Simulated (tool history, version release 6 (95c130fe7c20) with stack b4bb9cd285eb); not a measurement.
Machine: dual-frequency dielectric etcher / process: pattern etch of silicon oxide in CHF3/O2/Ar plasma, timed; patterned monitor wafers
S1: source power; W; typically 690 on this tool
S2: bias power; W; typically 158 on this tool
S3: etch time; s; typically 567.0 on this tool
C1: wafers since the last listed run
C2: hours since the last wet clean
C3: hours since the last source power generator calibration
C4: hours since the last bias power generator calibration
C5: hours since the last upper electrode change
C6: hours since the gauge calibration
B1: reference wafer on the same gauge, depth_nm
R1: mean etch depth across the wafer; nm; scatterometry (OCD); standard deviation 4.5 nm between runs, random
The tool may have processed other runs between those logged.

Run 1, day 0.000: usual settings; C1 0; C2 24.5; C3 967.6; C4 2875.1; C5 6197.9; C6 524.3; B1 1111.5. Result: R1 1098.7 nm.
Run 2, day 1.425: usual settings; C1 136; C2 58.7; C3 1001.8; C4 2909.3; C5 6232.1; C6 558.5; B1 1111.4. Result: R1 1098.5 nm.
Run 3, day 3.396: usual settings; C1 189; C2 106.0; C3 1049.1; C4 2956.6; C5 6279.4; C6 605.8; B1 1108.9. Result: R1 1100.9 nm.
Run 4, day 5.154: usual settings; C1 168; C2 148.2; C3 1091.3; C4 2998.8; C5 6321.6; C6 648.0; B1 1111.3. Result: R1 1101.3 nm.
Run 5, day 7.517: usual settings; C1 226; C2 204.9; C3 1148.0; C4 3055.5; C5 6378.3; C6 704.7; B1 1110.5. Result: R1 1101.6 nm.
Run 6, day 8.708: usual settings; C1 114; C2 233.5; C3 1176.6; C4 3084.1; C5 6406.9; C6 733.3; B1 1109.6. Result: R1 1097.8 nm.
Run 7, day 10.696: usual settings; C1 190; C2 281.2; C3 1224.3; C4 3131.8; C5 6454.6; C6 781.0; B1 1109.1. Result: R1 1096.8 nm.
Run 8, day 13.658: usual settings but S3 524.5 s; C1 284; C2 352.3; C3 1295.4; C4 3202.9; C5 6525.7; C6 852.1; B1 1109.5. Result: R1 1019.9 nm.
Run 9, day 16.925: usual settings but S3 524.5 s; C1 313; C2 430.7; C3 1373.8; C4 3281.3; C5 6604.1; C6 930.5; B1 1109.2. Result: R1 1024.3 nm.
At day 18.233: wet clean of the chamber.
At day 19.596: gauge calibrated.
At day 19.938: upper electrode replaced.
Run 10, day 19.958: usual settings; C1 99; C2 41.4; C3 1446.6; C4 3354.1; C5 0.5; C6 8.7; B1 1110.5. Result: R1 1095.0 nm.
Run 11, day 21.012: usual settings; C1 101; C2 66.7; C3 1471.9; C4 3379.4; C5 25.8; C6 34.0; B1 1109.0. Result: R1 1098.8 nm.
Run 12, day 23.012: usual settings; C1 192; C2 114.7; C3 1519.9; C4 3427.4; C5 73.8; C6 82.0; B1 1110.3. Result: R1 1103.0 nm.
Run 13, day 25.175: usual settings; C1 207; C2 166.6; C3 1571.8; C4 3479.3; C5 125.7; C6 133.9; B1 1111.0. Result: R1 1097.1 nm.
Run 14, day 26.317: usual settings but S1 640 W, S3 691.0 s; C1 109; C2 194.0; C3 1599.2; C4 3506.7; C5 153.1; C6 161.3; B1 1109.8. Result: R1 1308.9 nm.
Run 15, day 28.733: usual settings but S1 640 W, S2 180 W; C1 232; C2 252.0; C3 1657.2; C4 3564.7; C5 211.1; C6 219.3; B1 1108.8. Result: R1 1101.7 nm.
Run 16, day 31.333: usual settings but S1 630 W, S2 172 W, S3 625.5 s; C1 249; C2 314.4; C3 1719.6; C4 3627.1; C5 273.5; C6 281.7; B1 1110.4. Result: R1 1196.5 nm.
Run 17, day 33.096: usual settings; C1 169; C2 356.7; C3 1761.9; C4 3669.4; C5 315.8; C6 324.0; B1 1111.3. Result: R1 1094.6 nm.
At day 34.442: bias power generator calibrated.
Run 18, day 35.079: usual settings; C1 174; C2 404.3; C3 1809.5; C4 15.3; C5 363.4; C6 371.6; B1 1111.8. Result: R1 1106.9 nm.
At day 37.575: wet clean of the chamber.
Run 19, day 37.596: usual settings; C1 145; C2 0.5; C3 1869.9; C4 75.7; C5 423.8; C6 432.0; B1 1110.7. Result: R1 1103.8 nm.
Run 20, day 39.054: usual settings but S1 620 W, S2 148 W; C1 140; C2 35.5; C3 1904.9; C4 110.7; C5 458.8; C6 467.0; B1 1112.0. Result: R1 1050.0 nm.
Run 21, day 46.138: usual settings but S1 780 W, S2 191 W, S3 622.0 s; C1 680; C2 205.5; C3 2074.9; C4 280.7; C5 628.8; C6 637.0; B1 1110.4. Result: R1 1303.4 nm.
At day 47.150: source power generator calibrated.
Run 22, day 48.788: usual settings but S1 840 W, S2 181 W; C1 238; C2 269.1; C3 39.3; C4 344.3; C5 692.4; C6 700.6; B1 1109.1. Result: R1 1210.3 nm.
Run 23, day 51.371: usual settings but S1 810 W, S2 184 W, S3 699.0 s; C1 248; C2 331.1; C3 101.3; C4 406.3; C5 754.4; C6 762.6; B1 1109.5. Result: R1 1481.9 nm.
Run 24, day 53.271: usual settings; C1 182; C2 376.7; C3 146.9; C4 451.9; C5 800.0; C6 808.2; B1 1111.7. Result: R1 1092.7 nm.
Run 25, day 56.008: usual settings but S2 127 W, S3 506.0 s; C1 262; C2 442.4; C3 212.6; C4 517.6; C5 865.7; C6 873.9; B1 1111.0. Result: R1 940.7 nm.
At day 58.250: wet clean of the chamber.
Run 26, day 58.271: usual settings; C1 121; C2 0.5; C3 266.9; C4 571.9; C5 920.0; C6 928.2; B1 1112.3. Result: R1 1091.3 nm.
Run 27, day 59.892: usual settings but S2 127 W, S3 506.0 s; C1 155; C2 39.4; C3 305.8; C4 610.8; C5 958.9; C6 967.1; B1 1109.4. Result: R1 933.8 nm.

Hidden condition of the tool, last listed run before each entry between runs versus first listed run after:
Runs 9 to 10: wet clean of the chamber (day 18.233); gauge calibrated (day 19.596); upper electrode replaced (day 19.938)
  no hidden state differs between the two runs
Runs 17 to 18: bias power generator calibrated (day 34.442)
  no hidden state differs between the two runs
Runs 18 to 19: wet clean of the chamber (day 37.575)
  no hidden state differs between the two runs
Runs 21 to 22: source power generator calibrated (day 47.150)
  no hidden state differs between the two runs
Runs 25 to 26: wet clean of the chamber (day 58.250)
  no hidden state differs between the two runs
